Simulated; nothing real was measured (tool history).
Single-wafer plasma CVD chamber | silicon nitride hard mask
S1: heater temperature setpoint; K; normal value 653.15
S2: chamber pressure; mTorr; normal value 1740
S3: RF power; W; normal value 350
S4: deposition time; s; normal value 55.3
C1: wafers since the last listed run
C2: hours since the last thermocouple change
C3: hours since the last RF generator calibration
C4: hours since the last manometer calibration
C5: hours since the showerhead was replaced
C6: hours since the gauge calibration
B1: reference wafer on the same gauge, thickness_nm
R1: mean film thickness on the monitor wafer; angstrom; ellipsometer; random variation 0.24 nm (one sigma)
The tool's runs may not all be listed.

{"run": 1, "hour": 0.0, "S1": 664.15, "S2": 1840, "S3": 350, "S4": 55.3, "C1": 0, "C2": 800.2, "C3": 2040.3, "C4": 328.6, "C5": 2946.7, "C6": 522.0, "B1": 71.512, "R1": 680.98}
{"run": 2, "hour": 90.2, "S1": 653.15, "S2": 1740, "S3": 350, "S4": 55.3, "C1": 1320, "C2": 890.4, "C3": 2130.5, "C4": 418.8, "C5": 3036.9, "C6": 612.2, "B1": 71.602, "R1": 671.32}
{"run": 3, "hour": 186.6, "S1": 653.15, "S2": 1740, "S3": 350, "S4": 63.6, "C1": 1411, "C2": 986.8, "C3": 2226.9, "C4": 515.2, "C5": 3133.3, "C6": 708.6, "B1": 71.539, "R1": 764.55}
{"run": 4, "hour": 226.0, "S1": 653.15, "S2": 1740, "S3": 350, "S4": 63.6, "C1": 576, "C2": 1026.2, "C3": 2266.3, "C4": 554.6, "C5": 3172.7, "C6": 748.0, "B1": 71.524, "R1": 761.52}
{"run": 5, "hour": 306.7, "S1": 653.15, "S2": 1740, "S3": 310, "S4": 55.3, "C1": 1181, "C2": 1106.9, "C3": 2347.0, "C4": 635.3, "C5": 3253.4, "C6": 828.7, "B1": 71.466, "R1": 594.72}
{"run": 6, "hour": 390.4, "S1": 653.15, "S2": 1740, "S3": 310, "S4": 55.3, "C1": 1225, "C2": 1190.6, "C3": 2430.7, "C4": 719.0, "C5": 3337.1, "C6": 912.4, "B1": 71.424, "R1": 588.85}
{"hour": 411.6, "done": "RF generator calibrated"}
{"run": 7, "hour": 430.1, "S1": 653.15, "S2": 1740, "S3": 310, "S4": 55.3, "C1": 464, "C2": 1230.3, "C3": 18.5, "C4": 758.7, "C5": 3376.8, "C6": 952.1, "B1": 71.639, "R1": 589.36}
{"run": 8, "hour": 482.9, "S1": 653.15, "S2": 1740, "S3": 350, "S4": 58.6, "C1": 773, "C2": 1283.1, "C3": 71.3, "C4": 811.5, "C5": 3429.6, "C6": 1004.9, "B1": 71.44, "R1": 693.25}
{"run": 9, "hour": 557.5, "S1": 648.15, "S2": 1420, "S3": 295, "S4": 65.6, "C1": 1092, "C2": 1357.7, "C3": 145.9, "C4": 886.1, "C5": 3504.2, "C6": 1079.5, "B1": 71.454, "R1": 585.59}
{"run": 10, "hour": 633.0, "S1": 653.15, "S2": 1330, "S3": 350, "S4": 55.3, "C1": 1105, "C2": 1433.2, "C3": 221.4, "C4": 961.6, "C5": 3579.7, "C6": 1155.0, "B1": 71.6, "R1": 543.33}
{"hour": 682.2, "done": "thermocouple changed; heater temperature recalibrated"}
{"run": 11, "hour": 719.7, "S1": 653.15, "S2": 1740, "S3": 350, "S4": 58.6, "C1": 1152, "C2": 37.5, "C3": 308.1, "C4": 1048.3, "C5": 3666.4, "C6": 1241.7, "B1": 71.422, "R1": 681.56}

Run 12 has not been measured yet. What should we expect?
{"hour": 753.2, "done": "capacitance manometer re-zeroed and calibrated"}
{"hour": 758.6, "done": "gauge calibrated"}
{"hour": 774.2, "done": "showerhead replaced"}
{"run": 12, "hour": 787.5, "S1": 653.15, "S2": 1740, "S3": 285, "S4": 46.4, "C1": 758, "C2": 105.3, "C3": 375.9, "C4": 34.3, "C5": 13.3, "C6": 28.9, "B1": "?", "R1": "?"}

{"run 12": {"B1": 71.488, "R1": 466.06}}
Take away the tool's hidden state, keep the run-to-run variation as it was, and the same run would have given R1 466.58 angstrom.

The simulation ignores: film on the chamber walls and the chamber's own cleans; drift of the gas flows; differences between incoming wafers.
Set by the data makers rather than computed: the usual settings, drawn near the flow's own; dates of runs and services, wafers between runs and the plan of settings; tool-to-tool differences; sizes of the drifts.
